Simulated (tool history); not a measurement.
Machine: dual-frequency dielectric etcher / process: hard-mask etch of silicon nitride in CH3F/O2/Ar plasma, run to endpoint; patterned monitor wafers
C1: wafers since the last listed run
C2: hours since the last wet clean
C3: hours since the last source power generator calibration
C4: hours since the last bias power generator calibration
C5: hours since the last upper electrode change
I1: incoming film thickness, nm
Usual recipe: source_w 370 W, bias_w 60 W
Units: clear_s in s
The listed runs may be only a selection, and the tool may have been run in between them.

run 1 hour=0 | source_w=370 bias_w=60 | C1=0 C2=547.1 C3=1150.5 C4=1768.3 C5=1016.3 | I1=48.7 | clear_s=70.5
-- hour=17.9 wet clean of the chamber
run 2 hour=59.6 | source_w=370 bias_w=60 | C1=562 C2=41.7 C3=1210.1 C4=1827.9 C5=1075.9 | I1=48.64 | clear_s=72.9
run 3 hour=116.7 | source_w=370 bias_w=60 | C1=769 C2=98.8 C3=1267.2 C4=1885 C5=1133 | I1=48.53 | clear_s=72.1
run 4 hour=207.1 | source_w=370 bias_w=60 | C1=1217 C2=189.2 C3=1357.6 C4=1975.4 C5=1223.4 | I1=48.95 | clear_s=72.4
run 5 hour=291.8 | source_w=370 bias_w=60 | C1=1140 C2=273.9 C3=1442.3 C4=2060.1 C5=1308.1 | I1=48.65 | clear_s=72.1
run 6 hour=389.3 | source_w=370 bias_w=60 | C1=1313 C2=371.4 C3=1539.8 C4=2157.6 C5=1405.6 | I1=48.57 | clear_s=71.4
run 7 hour=428.8 | source_w=370 bias_w=60 | C1=531 C2=410.9 C3=1579.3 C4=2197.1 C5=1445.1 | I1=47.88 | clear_s=70
run 8 hour=483.4 | source_w=370 bias_w=60 | C1=735 C2=465.5 C3=1633.9 C4=2251.7 C5=1499.7 | I1=48.67 | clear_s=71.1
-- hour=555.3 wet clean of the chamber
run 9 hour=555.8 | source_w=330 bias_w=72 | C1=651 C2=0.5 C3=1706.3 C4=2324.1 C5=1572.1 | I1=48.77 | clear_s=71.9
run 10 hour=610.1 | source_w=370 bias_w=60 | C1=731 C2=54.8 C3=1760.6 C4=2378.4 C5=1626.4 | I1=49.09 | clear_s=73.3
run 11 hour=682 | source_w=370 bias_w=60 | C1=968 C2=126.7 C3=1832.5 C4=2450.3 C5=1698.3 | I1=48.62 | clear_s=72.6
run 12 hour=771.4 | source_w=370 bias_w=60 | C1=1204 C2=216.1 C3=1921.9 C4=2539.7 C5=1787.7 | I1=48.58 | clear_s=72
run 13 hour=809.9 | source_w=370 bias_w=60 | C1=518 C2=254.6 C3=1960.4 C4=2578.2 C5=1826.2 | I1=48.37 | clear_s=71.5
run 14 hour=861.8 | source_w=370 bias_w=60 | C1=699 C2=306.5 C3=2012.3 C4=2630.1 C5=1878.1 | I1=49.38 | clear_s=73.2
run 15 hour=909.8 | source_w=370 bias_w=60 | C1=646 C2=354.5 C3=2060.3 C4=2678.1 C5=1926.1 | I1=48.58 | clear_s=71
run 16 hour=957.8 | source_w=370 bias_w=60 | C1=646 C2=402.5 C3=2108.3 C4=2726.1 C5=1974.1 | I1=49.03 | clear_s=71.3
-- hour=1025.5 wet clean of the chamber
run 17 hour=1140.6 | source_w=370 bias_w=60 | C1=2138 C2=115.1 C3=2291.1 C4=2908.9 C5=2156.9 | I1=49.14 | clear_s=73.4
run 18 hour=1195.7 | source_w=410 bias_w=60 | C1=742 C2=170.2 C3=2346.2 C4=2964 C5=2212 | I1=48.58 | clear_s=70.2
run 19 hour=1232.9 | source_w=400 bias_w=50 | C1=501 C2=207.4 C3=2383.4 C4=3001.2 C5=2249.2 | I1=48.87 | clear_s=74.4
run 20 hour=1298.8 | source_w=290 bias_w=64 | C1=887 C2=273.3 C3=2449.3 C4=3067.1 C5=2315.1 | I1=48.71 | clear_s=76.1
run 21 hour=1348.5 | source_w=410 bias_w=64 | C1=669 C2=323 C3=2499 C4=3116.8 C5=2364.8 | I1=48.46 | clear_s=67.5
-- hour=1398.3 upper electrode replaced
run 22 hour=1426.1 | source_w=450 bias_w=53 | C1=721 C2=400.6 C3=2576.6 C4=3194.4 C5=27.8 | I1=48.71 | clear_s=69.5
-- hour=1472.9 source power generator calibrated
-- hour=1524.4 wet clean of the chamber
-- hour=1525.5 bias power generator calibrated
run 23 hour=1533.9 | source_w=400 bias_w=56 | C1=1059 C2=9.5 C3=61 C4=8.4 C5=135.6 | I1=48.44 | clear_s=71.6
run 24 hour=1583.8 | source_w=370 bias_w=60 | C1=672 C2=59.4 C3=110.9 C4=58.3 C5=185.5 | I1=48.64 | clear_s=72.3
run 25 hour=1686.2 | source_w=370 bias_w=60 | C1=1379 C2=161.8 C3=213.3 C4=160.7 C5=287.9 | I1=48.55 | clear_s=72
run 26 hour=1749.5 | source_w=430 bias_w=72 | C1=852 C2=225.1 C3=276.6 C4=224 C5=351.2 | I1=48.4 | clear_s=63.9
run 27 hour=1857.2 | source_w=410 bias_w=48 | C1=1450 C2=332.8 C3=384.3 C4=331.7 C5=458.9 | I1=48.5 | clear_s=73
run 28 hour=1911.6 | source_w=370 bias_w=60 | C1=732 C2=387.2 C3=438.7 C4=386.1 C5=513.3 | I1=48.43 | clear_s=70.1
run 29 hour=2009.2 | source_w=330 bias_w=52 | C1=1314 C2=484.8 C3=536.3 C4=483.7 C5=610.9 | I1=49.01 | clear_s=76.8
run 30 hour=2061.5 | source_w=290 bias_w=74 | C1=704 C2=537.1 C3=588.6 C4=536 C5=663.2 | I1=48.48 | clear_s=70.5

How the hidden state differs across the entries between the runs, from the last listed run before each to the first after it:
Logged between run 1 and run 2: wet clean of the chamber (hour 17.9)
  etch rate over this chamber's usual, %: 4.43 -> 0.588; source power that arrives over what is set, %: -3.95 -> -4.04
  what was measured, less what the result would be without the hidden state, clear_s: -2.2 -> +0.5 s
Logged between run 8 and run 9: wet clean of the chamber (hour 555.3)
  etch rate over this chamber's usual, %: 3.68 -> 0.234; source power that arrives over what is set, %: -4.55 -> -4.61
  what was measured, less what the result would be without the hidden state, clear_s: -1.5 -> +1 s
Logged between run 16 and run 17: wet clean of the chamber (hour 1025.5)
  etch rate over this chamber's usual, %: 3.17 -> 1.03; source power that arrives over what is set, %: -4.89 -> -4.98
  what was measured, less what the result would be without the hidden state, clear_s: -1.1 -> +0.5 s
Logged between run 21 and run 22: upper electrode replaced (hour 1398.3)
  etch rate over this chamber's usual, %: 2.54 -> 3.11; source power that arrives over what is set, %: -5.06 -> -5.09
  what was measured, less what the result would be without the hidden state, clear_s: -0.5 -> -0.9 s
Logged between run 22 and run 23: source power generator calibrated (hour 1472.9); wet clean of the chamber (hour 1524.4); bias power generator calibrated (hour 1525.5)
  etch rate over this chamber's usual, %: 3.11 -> 0.0106; source power that arrives over what is set, %: -5.09 -> -0.772
  what was measured, less what the result would be without the hidden state, clear_s: -0.9 -> +0.2 s

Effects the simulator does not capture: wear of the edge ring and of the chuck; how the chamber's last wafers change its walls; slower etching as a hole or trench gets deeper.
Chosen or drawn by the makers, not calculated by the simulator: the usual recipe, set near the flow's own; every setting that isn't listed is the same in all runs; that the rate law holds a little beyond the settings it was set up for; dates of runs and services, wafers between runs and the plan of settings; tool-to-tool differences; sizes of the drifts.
